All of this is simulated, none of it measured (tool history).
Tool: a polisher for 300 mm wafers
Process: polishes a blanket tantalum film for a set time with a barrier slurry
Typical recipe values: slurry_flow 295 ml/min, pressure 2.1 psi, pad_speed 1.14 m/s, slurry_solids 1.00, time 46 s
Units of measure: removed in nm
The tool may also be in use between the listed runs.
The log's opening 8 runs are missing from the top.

run,day,slurry_flow,pressure,pad_speed,slurry_solids,time,wafers since the last listed run,wafers polished on this pad,hours since the slurry nozzle was cleaned,hours since the head pressure was calibrated,hours since the slurry blender was calibrated,"incoming thickness of the incoming film, nm",removed
9,23.354,295,2.1,1.44,1.00,46,508,3463,565.0,490.9,236.9,468.9,98.2
10,25.042,355,2.1,1.14,0.90,58,466,3929,605.5,531.4,277.4,473.9,100.0
11,29.142,225,2.1,1.00,1.10,61,1133,5063,703.9,629.8,375.8,468.4,93.8
# day 33.088: slurry nozzle cleaned
# day 37.058: head pressure recalibrated
12,39.767,295,2.1,1.14,1.10,46,2903,7966,160.3,65.0,630.8,467.3,79.9
# day 42.312: worn pad replaced by a new one
13,43.667,205,2.1,1.14,1.00,46,1032,374,253.9,158.6,724.4,464.9,75.1
14,47.146,295,2.1,0.86,1.00,38,961,1336,337.4,242.1,807.9,469.1,51.1
# day 48.704: slurry blender recalibrated
15,49.862,390,2.7,0.84,1.00,46,728,2064,402.6,307.3,27.8,476.2,80.7
16,51.883,340,2.1,1.50,1.00,46,558,2623,451.1,355.8,76.3,479.3,102.9
17,54.050,295,2.1,1.14,1.10,46,599,3222,503.1,407.8,128.3,473.2,81.5
18,58.250,345,2.1,1.42,1.00,46,1161,4383,603.9,508.6,229.1,477.3,95.9
19,60.708,295,2.1,0.92,1.00,46,679,5063,662.9,567.6,288.1,476.5,65.9
20,64.892,295,2.1,1.14,1.00,46,1156,6219,763.3,668.0,388.5,476.6,78.2
# day 65.271: head pressure recalibrated
21,66.900,215,2.1,1.14,0.75,57,532,6751,811.5,39.1,436.7,470.6,85.7
22,68.450,295,2.1,1.14,1.00,46,428,7180,848.7,76.3,473.9,461.8,77.4
# day 69.088: slurry nozzle cleaned
23,71.338,365,2.1,1.14,1.00,46,786,7967,54.0,145.6,543.2,463.6,79.6
# day 74.571: worn pad replaced by a new one
24,75.012,295,2.1,1.14,0.90,33,970,121,142.2,233.8,631.4,470.6,54.1
25,78.508,375,2.1,0.88,0.85,35,966,1088,226.1,317.7,715.3,465.6,46.9
26,81.950,295,2.4,1.42,1.25,40,951,2039,308.7,400.3,797.9,465.4,96.7
# day 84.325: slurry blender recalibrated
27,85.188,295,2.1,1.14,0.80,32,872,2911,386.4,478.0,20.7,467.7,52.5
28,87.025,295,1.8,0.74,0.90,46,508,3419,430.5,522.1,64.8,463.3,48.0
29,90.233,295,2.1,1.14,1.00,35,887,4306,507.5,599.1,141.8,470.3,60.8

What will run 30 give?
30,93.529,205,1.4,1.14,1.00,58,911,5218,586.6,678.2,220.9,477.8,?

Run 30 gave removed 66.4 nm.
Were there no unlogged condition in the tool, this run, its random variation unchanged, would have produced removed 67.2 nm.
